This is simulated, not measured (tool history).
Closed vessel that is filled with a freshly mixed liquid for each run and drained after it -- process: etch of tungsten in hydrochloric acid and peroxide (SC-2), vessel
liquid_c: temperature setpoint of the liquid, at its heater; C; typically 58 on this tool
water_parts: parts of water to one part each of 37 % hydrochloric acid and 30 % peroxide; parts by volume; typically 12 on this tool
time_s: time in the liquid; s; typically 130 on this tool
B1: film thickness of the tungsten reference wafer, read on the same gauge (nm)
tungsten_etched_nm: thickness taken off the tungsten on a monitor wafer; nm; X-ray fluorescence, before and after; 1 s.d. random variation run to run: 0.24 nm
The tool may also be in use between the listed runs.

Run 1, hour 0: usual settings but time_s 95 s; B1 60.05. Result: tungsten_etched_nm 20.03 nm.
Run 2, hour 19.1: usual settings but time_s 95 s; B1 60. Result: tungsten_etched_nm 20.21 nm.
Run 3, hour 84.7: usual settings but time_s 95 s; B1 59.99. Result: tungsten_etched_nm 20.18 nm.
At hour 103.7: new drum of peroxide connected.
Run 4, hour 106.3: usual settings; B1 60.03. Result: tungsten_etched_nm 27.32 nm.
Run 5, hour 132.3: usual settings; B1 60.01. Result: tungsten_etched_nm 27.56 nm.
Run 6, hour 162: usual settings but liquid_c 51.5 C; B1 59.98. Result: tungsten_etched_nm 18.39 nm.
Run 7, hour 197: usual settings; B1 60. Result: tungsten_etched_nm 28.09 nm.
Run 8, hour 211.6: usual settings; B1 59.99. Result: tungsten_etched_nm 27.88 nm.
Run 9, hour 241.8: usual settings; B1 60.04. Result: tungsten_etched_nm 27.94 nm.
At hour 246.2: gauge calibrated.
Run 10, hour 254.1: usual settings; B1 59.98. Result: tungsten_etched_nm 27.57 nm.
Run 11, hour 285.1: usual settings; B1 60.02. Result: tungsten_etched_nm 27.46 nm.
At hour 291.3: thermometer replaced.
Run 12, hour 309.4: usual settings; B1 60. Result: tungsten_etched_nm 27.52 nm.
Run 13, hour 322.4: usual settings but time_s 190 s; B1 59.97. Result: tungsten_etched_nm 40.27 nm.
Run 14, hour 352: usual settings but liquid_c 65.5 C, water_parts 17.5 parts by volume, time_s 210 s; B1 59.93. Result: tungsten_etched_nm 50.89 nm.
Run 15, hour 383.9: usual settings; B1 60.02. Result: tungsten_etched_nm 27.67 nm.
Run 16, hour 400.1: usual settings but liquid_c 65.5 C, water_parts 15 parts by volume, time_s 210 s; B1 60.03. Result: tungsten_etched_nm 59 nm.
At hour 408.8: new drum of peroxide connected.
Run 17, hour 435.3: usual settings but liquid_c 54 C, water_parts 10.5 parts by volume, time_s 160 s; B1 60.02. Result: tungsten_etched_nm 29.82 nm.
Run 18, hour 462.4: usual settings but liquid_c 61.5 C, water_parts 16 parts by volume; B1 59.99. Result: tungsten_etched_nm 26.63 nm.
At hour 480.5: chemicals flow meter replaced.
Run 19, hour 554.1: usual settings but liquid_c 63 C, time_s 50 s; B1 59.98. Result: tungsten_etched_nm 14.39 nm.
Run 20, hour 569: usual settings; B1 59.99. Result: tungsten_etched_nm 28.04 nm.
Run 21, hour 599.7: usual settings; B1 59.98. Result: tungsten_etched_nm 27.88 nm.
Run 22, hour 617.6: usual settings but time_s 190 s; B1 60.01. Result: tungsten_etched_nm 40.51 nm.
Run 23, hour 650.6: usual settings but liquid_c 53.5 C, water_parts 6.5 parts by volume, time_s 150 s; B1 59.98. Result: tungsten_etched_nm 39.66 nm.
Run 24, hour 673.7: usual settings; B1 60.03. Result: tungsten_etched_nm 27.66 nm.
Run 25, hour 695.8: usual settings but liquid_c 53.5 C, water_parts 9.5 parts by volume; B1 59.93. Result: tungsten_etched_nm 25.27 nm.
Run 26, hour 717.6: usual settings but time_s 165 s; B1 59.99. Result: tungsten_etched_nm 35.44 nm.

Here are 3 independent what-if runs from the current tool condition. What would each one return?
Run A, hour 718.3: usual settings; B1 ?. Result: tungsten_etched_nm ?.
Run B, hour 718.3: usual settings but time_s 90 s; B1 ?. Result: tungsten_etched_nm ?.
Run C, hour 718.3: usual settings but liquid_c 51 C, water_parts 6.5 parts by volume, time_s 80 s; B1 ?. Result: tungsten_etched_nm ?.

run     B1  tungsten_etched_nm
  A  59.97               27.42
  B  59.97               18.98
  C  59.97               17.65
With the hidden condition removed and each run's random variation left untouched, the same runs would have given:
run  tungsten_etched_nm
  A               27.42
  B               18.98
  C               17.65
